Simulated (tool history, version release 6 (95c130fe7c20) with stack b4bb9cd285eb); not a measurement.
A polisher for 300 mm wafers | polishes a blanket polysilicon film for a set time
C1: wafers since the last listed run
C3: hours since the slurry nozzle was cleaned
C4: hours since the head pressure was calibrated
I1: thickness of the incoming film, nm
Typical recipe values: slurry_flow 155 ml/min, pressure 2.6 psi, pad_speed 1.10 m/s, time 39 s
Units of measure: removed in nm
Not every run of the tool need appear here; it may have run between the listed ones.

{"run": 1, "day": 0.0, "slurry_flow": 155, "pressure": 2.6, "pad_speed": 1.1, "time": 39, "C1": 0, "wafers polished on this pad": 2480, "C3": 439.5, "C4": 35.4, "I1": 1947.4, "removed": 314.4}
{"run": 2, "day": 3.183, "slurry_flow": 155, "pressure": 2.6, "pad_speed": 1.1, "time": 39, "C1": 464, "wafers polished on this pad": 2945, "C3": 515.9, "C4": 111.8, "I1": 1956.1, "removed": 305.5}
{"day": 4.25, "done": "worn pad replaced by a new one"}
{"run": 3, "day": 7.65, "slurry_flow": 155, "pressure": 2.6, "pad_speed": 1.1, "time": 39, "C1": 627, "wafers polished on this pad": 496, "C3": 623.1, "C4": 219.0, "I1": 1961.7, "removed": 319.4}
{"run": 4, "day": 10.312, "slurry_flow": 180, "pressure": 2.6, "pad_speed": 1.1, "time": 49, "C1": 388, "wafers polished on this pad": 885, "C3": 687.0, "C4": 282.9, "I1": 1913.8, "removed": 410.8}
{"day": 11.925, "done": "slurry nozzle cleaned"}
{"run": 5, "day": 12.5, "slurry_flow": 180, "pressure": 2.6, "pad_speed": 1.1, "time": 49, "C1": 313, "wafers polished on this pad": 1198, "C3": 13.8, "C4": 335.4, "I1": 1914.6, "removed": 400.0}
{"run": 6, "day": 16.921, "slurry_flow": 155, "pressure": 2.0, "pad_speed": 1.1, "time": 30, "C1": 645, "wafers polished on this pad": 1843, "C3": 119.9, "C4": 441.5, "I1": 1933.0, "removed": 201.4}
{"run": 7, "day": 20.021, "slurry_flow": 155, "pressure": 2.0, "pad_speed": 1.1, "time": 30, "C1": 452, "wafers polished on this pad": 2296, "C3": 194.3, "C4": 515.9, "I1": 1931.2, "removed": 198.4}
{"run": 8, "day": 23.658, "slurry_flow": 195, "pressure": 2.4, "pad_speed": 1.1, "time": 39, "C1": 530, "wafers polished on this pad": 2827, "C3": 281.6, "C4": 603.2, "I1": 1945.7, "removed": 302.5}
{"day": 26.479, "done": "worn pad replaced by a new one"}
{"run": 9, "day": 27.746, "slurry_flow": 155, "pressure": 2.6, "pad_speed": 1.1, "time": 39, "C1": 572, "wafers polished on this pad": 184, "C3": 379.7, "C4": 701.3, "I1": 1915.5, "removed": 313.8}
{"run": 10, "day": 29.917, "slurry_flow": 155, "pressure": 2.6, "pad_speed": 1.1, "time": 39, "C1": 316, "wafers polished on this pad": 501, "C3": 431.8, "C4": 753.4, "I1": 1947.6, "removed": 312.3}
{"run": 11, "day": 31.508, "slurry_flow": 155, "pressure": 2.6, "pad_speed": 1.1, "time": 39, "C1": 232, "wafers polished on this pad": 733, "C3": 470.0, "C4": 791.6, "I1": 1944.2, "removed": 314.2}
{"day": 34.917, "done": "head pressure recalibrated"}
{"run": 12, "day": 34.962, "slurry_flow": 155, "pressure": 2.6, "pad_speed": 1.24, "time": 39, "C1": 492, "wafers polished on this pad": 1225, "C3": 552.9, "C4": 1.1, "I1": 1956.5, "removed": 356.6}
{"run": 13, "day": 36.733, "slurry_flow": 155, "pressure": 2.6, "pad_speed": 1.24, "time": 39, "C1": 258, "wafers polished on this pad": 1484, "C3": 595.4, "C4": 43.6, "I1": 1922.5, "removed": 358.8}
{"run": 14, "day": 38.296, "slurry_flow": 130, "pressure": 2.6, "pad_speed": 1.1, "time": 39, "C1": 228, "wafers polished on this pad": 1712, "C3": 632.9, "C4": 81.1, "I1": 1913.2, "removed": 311.5}
{"run": 15, "day": 41.079, "slurry_flow": 175, "pressure": 2.6, "pad_speed": 1.1, "time": 39, "C1": 406, "wafers polished on this pad": 2118, "C3": 699.7, "C4": 147.9, "I1": 1950.0, "removed": 322.7}
{"day": 43.792, "done": "slurry nozzle cleaned"}
{"run": 16, "day": 43.929, "slurry_flow": 175, "pressure": 2.6, "pad_speed": 1.1, "time": 39, "C1": 409, "wafers polished on this pad": 2528, "C3": 3.3, "C4": 216.3, "I1": 1967.4, "removed": 313.7}
{"run": 17, "day": 48.338, "slurry_flow": 155, "pressure": 2.6, "pad_speed": 1.1, "time": 39, "C1": 643, "wafers polished on this pad": 3172, "C3": 109.1, "C4": 322.1, "I1": 1937.7, "removed": 324.8}
{"day": 50.988, "done": "worn pad replaced by a new one"}
{"run": 18, "day": 52.433, "slurry_flow": 155, "pressure": 2.6, "pad_speed": 1.1, "time": 39, "C1": 573, "wafers polished on this pad": 211, "C3": 207.4, "C4": 420.4, "I1": 1934.1, "removed": 317.2}
{"run": 19, "day": 53.962, "slurry_flow": 155, "pressure": 3.1, "pad_speed": 1.1, "time": 39, "C1": 223, "wafers polished on this pad": 434, "C3": 244.1, "C4": 457.1, "I1": 1929.6, "removed": 353.6}
{"run": 20, "day": 58.104, "slurry_flow": 195, "pressure": 2.8, "pad_speed": 0.82, "time": 39, "C1": 604, "wafers polished on this pad": 1038, "C3": 343.5, "C4": 556.5, "I1": 1940.6, "removed": 255.9}
{"run": 21, "day": 60.738, "slurry_flow": 155, "pressure": 2.0, "pad_speed": 1.1, "time": 48, "C1": 384, "wafers polished on this pad": 1423, "C3": 406.7, "C4": 619.7, "I1": 1949.0, "removed": 333.0}
{"run": 22, "day": 63.779, "slurry_flow": 105, "pressure": 2.6, "pad_speed": 1.1, "time": 39, "C1": 444, "wafers polished on this pad": 1867, "C3": 479.7, "C4": 692.7, "I1": 1945.1, "removed": 303.2}
{"run": 23, "day": 66.375, "slurry_flow": 130, "pressure": 2.6, "pad_speed": 1.1, "time": 52, "C1": 378, "wafers polished on this pad": 2246, "C3": 542.0, "C4": 755.0, "I1": 1940.8, "removed": 418.0}
{"run": 24, "day": 67.917, "slurry_flow": 155, "pressure": 2.6, "pad_speed": 1.1, "time": 39, "C1": 225, "wafers polished on this pad": 2471, "C3": 579.0, "C4": 792.0, "I1": 1943.5, "removed": 317.9}
{"run": 25, "day": 72.083, "slurry_flow": 155, "pressure": 2.6, "pad_speed": 1.1, "time": 39, "C1": 608, "wafers polished on this pad": 3079, "C3": 679.0, "C4": 892.0, "I1": 1927.2, "removed": 321.7}
{"run": 26, "day": 75.317, "slurry_flow": 155, "pressure": 2.6, "pad_speed": 0.84, "time": 39, "C1": 471, "wafers polished on this pad": 3551, "C3": 756.6, "C4": 969.6, "I1": 1906.5, "removed": 243.8}
{"day": 76.308, "done": "slurry nozzle cleaned"}
{"day": 77.025, "done": "worn pad replaced by a new one"}
{"run": 27, "day": 77.046, "slurry_flow": 155, "pressure": 2.6, "pad_speed": 1.24, "time": 39, "C1": 222, "wafers polished on this pad": 3, "C3": 17.7, "C4": 1011.1, "I1": 1907.5, "removed": 355.2}
{"day": 78.925, "done": "head pressure recalibrated"}
{"run": 28, "day": 81.229, "slurry_flow": 170, "pressure": 2.0, "pad_speed": 1.46, "time": 43, "C1": 598, "wafers polished on this pad": 601, "C3": 118.1, "C4": 55.3, "I1": 1939.0, "removed": 393.4}
{"run": 29, "day": 83.946, "slurry_flow": 155, "pressure": 2.6, "pad_speed": 1.1, "time": 39, "C1": 396, "wafers polished on this pad": 998, "C3": 183.3, "C4": 120.5, "I1": 1939.3, "removed": 312.0}
{"run": 30, "day": 87.35, "slurry_flow": 105, "pressure": 3.1, "pad_speed": 0.96, "time": 39, "C1": 496, "wafers polished on this pad": 1495, "C3": 265.0, "C4": 202.2, "I1": 1926.7, "removed": 301.4}
{"run": 31, "day": 90.525, "slurry_flow": 190, "pressure": 2.3, "pad_speed": 1.1, "time": 39, "C1": 463, "wafers polished on this pad": 1958, "C3": 341.2, "C4": 278.4, "I1": 1921.2, "removed": 297.0}
{"run": 32, "day": 92.438, "slurry_flow": 155, "pressure": 2.6, "pad_speed": 1.1, "time": 39, "C1": 279, "wafers polished on this pad": 2237, "C3": 387.1, "C4": 324.3, "I1": 1935.5, "removed": 318.3}
{"run": 33, "day": 94.138, "slurry_flow": 155, "pressure": 2.6, "pad_speed": 1.1, "time": 39, "C1": 248, "wafers polished on this pad": 2486, "C3": 427.9, "C4": 365.1, "I1": 1933.1, "removed": 312.9}
{"run": 34, "day": 96.712, "slurry_flow": 105, "pressure": 3.4, "pad_speed": 1.1, "time": 39, "C1": 375, "wafers polished on this pad": 2861, "C3": 489.7, "C4": 426.9, "I1": 1919.4, "removed": 360.6}
{"day": 98.008, "done": "worn pad replaced by a new one"}
{"run": 35, "day": 98.896, "slurry_flow": 180, "pressure": 2.6, "pad_speed": 1.1, "time": 49, "C1": 294, "wafers polished on this pad": 129, "C3": 542.1, "C4": 479.3, "I1": 1929.1, "removed": 398.1}
{"run": 36, "day": 103.075, "slurry_flow": 110, "pressure": 2.6, "pad_speed": 1.1, "time": 39, "C1": 610, "wafers polished on this pad": 739, "C3": 642.4, "C4": 579.6, "I1": 1915.1, "removed": 304.6}
{"run": 37, "day": 104.654, "slurry_flow": 155, "pressure": 2.6, "pad_speed": 1.1, "time": 39, "C1": 230, "wafers polished on this pad": 970, "C3": 680.3, "C4": 617.5, "I1": 1923.3, "removed": 315.0}
{"day": 105.8, "done": "slurry nozzle cleaned"}
{"run": 38, "day": 108.921, "slurry_flow": 175, "pressure": 2.6, "pad_speed": 0.92, "time": 31, "C1": 616, "wafers polished on this pad": 1587, "C3": 74.9, "C4": 719.9, "I1": 1936.8, "removed": 209.7}

What if the next run were any one of these 3? Each begins from the tool's condition after run 38:
{"run": "A", "day": 108.938, "slurry_flow": 155, "pressure": 2.6, "pad_speed": 1.26, "time": 39, "C1": 2, "wafers polished on this pad": 1589, "C3": 75.3, "C4": 720.3, "I1": 1922.3, "removed": "?"}
{"run": "B", "day": 108.938, "slurry_flow": 155, "pressure": 2.6, "pad_speed": 1.1, "time": 31, "C1": 2, "wafers polished on this pad": 1589, "C3": 75.3, "C4": 720.3, "I1": 1922.3, "removed": "?"}
{"run": "C", "day": 108.938, "slurry_flow": 155, "pressure": 3.1, "pad_speed": 1.1, "time": 46, "C1": 2, "wafers polished on this pad": 1589, "C3": 75.3, "C4": 720.3, "I1": 1922.3, "removed": "?"}

run=A removed=355.6
run=B removed=246.8
run=C removed=417.7
With no hidden state in the tool, these same runs would have given:
run=A removed=355.6
run=B removed=246.8
run=C removed=417.7

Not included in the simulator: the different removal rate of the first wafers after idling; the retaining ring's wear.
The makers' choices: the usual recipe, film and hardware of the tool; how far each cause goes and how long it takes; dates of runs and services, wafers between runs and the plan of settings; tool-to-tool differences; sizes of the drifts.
